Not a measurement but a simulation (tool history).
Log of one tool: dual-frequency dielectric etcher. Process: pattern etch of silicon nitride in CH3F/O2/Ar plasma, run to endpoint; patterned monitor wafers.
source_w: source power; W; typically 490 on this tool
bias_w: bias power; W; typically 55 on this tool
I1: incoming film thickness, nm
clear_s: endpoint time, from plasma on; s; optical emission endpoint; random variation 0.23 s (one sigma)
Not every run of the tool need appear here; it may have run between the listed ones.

run 1 hour=0 | source_w=490 bias_w=55 | I1=24.16 | clear_s=36
run 2 hour=30.8 | source_w=490 bias_w=55 | I1=24.14 | clear_s=36.3
run 3 hour=60 | source_w=490 bias_w=55 | I1=23.99 | clear_s=36.7
run 4 hour=94.1 | source_w=490 bias_w=55 | I1=23.95 | clear_s=36.6
run 5 hour=122.7 | source_w=490 bias_w=55 | I1=24.23 | clear_s=37.3
run 6 hour=139.7 | source_w=490 bias_w=55 | I1=24.02 | clear_s=37.1
run 7 hour=164.6 | source_w=490 bias_w=55 | I1=24 | clear_s=37.2
run 8 hour=199.8 | source_w=490 bias_w=55 | I1=24 | clear_s=37
-- hour=215.2 bias power generator calibrated
run 9 hour=234.4 | source_w=440 bias_w=42 | I1=24.15 | clear_s=43.3
run 10 hour=253.5 | source_w=490 bias_w=55 | I1=24.07 | clear_s=37.7
run 11 hour=270.2 | source_w=420 bias_w=42 | I1=24.05 | clear_s=43.8
-- hour=309.9 upper electrode replaced
-- hour=312.8 wet clean of the chamber
run 12 hour=313.3 | source_w=590 bias_w=60 | I1=24 | clear_s=33.1
run 13 hour=316.3 | source_w=530 bias_w=45 | I1=24.07 | clear_s=37.6
-- hour=328.6 source power generator calibrated
run 14 hour=337.3 | source_w=490 bias_w=63 | I1=24.03 | clear_s=35.1
run 15 hour=370 | source_w=420 bias_w=49 | I1=24.03 | clear_s=40.5
run 16 hour=397.7 | source_w=490 bias_w=55 | I1=24.22 | clear_s=37.3
run 17 hour=415.1 | source_w=590 bias_w=69 | I1=24.03 | clear_s=31.9

Here are 5 independent what-if runs from the current tool condition. What would each one return?
run A hour=415.5 | source_w=590 bias_w=55 | I1=24.13 | clear_s=?
run B hour=415.5 | source_w=490 bias_w=68 | I1=24.13 | clear_s=?
run C hour=415.5 | source_w=380 bias_w=59 | I1=24.13 | clear_s=?
run D hour=415.5 | source_w=490 bias_w=47 | I1=24.13 | clear_s=?
run E hour=415.5 | source_w=490 bias_w=51 | I1=24.13 | clear_s=?

run=A clear_s=34.4
run=B clear_s=34.3
run=C clear_s=39.5
run=D clear_s=38.7
run=E clear_s=37.8
Without the tool's unlogged condition, the same runs would have read:
run=A clear_s=33.9
run=B clear_s=33.8
run=C clear_s=38.9
run=D clear_s=38.2
run=E clear_s=37.2
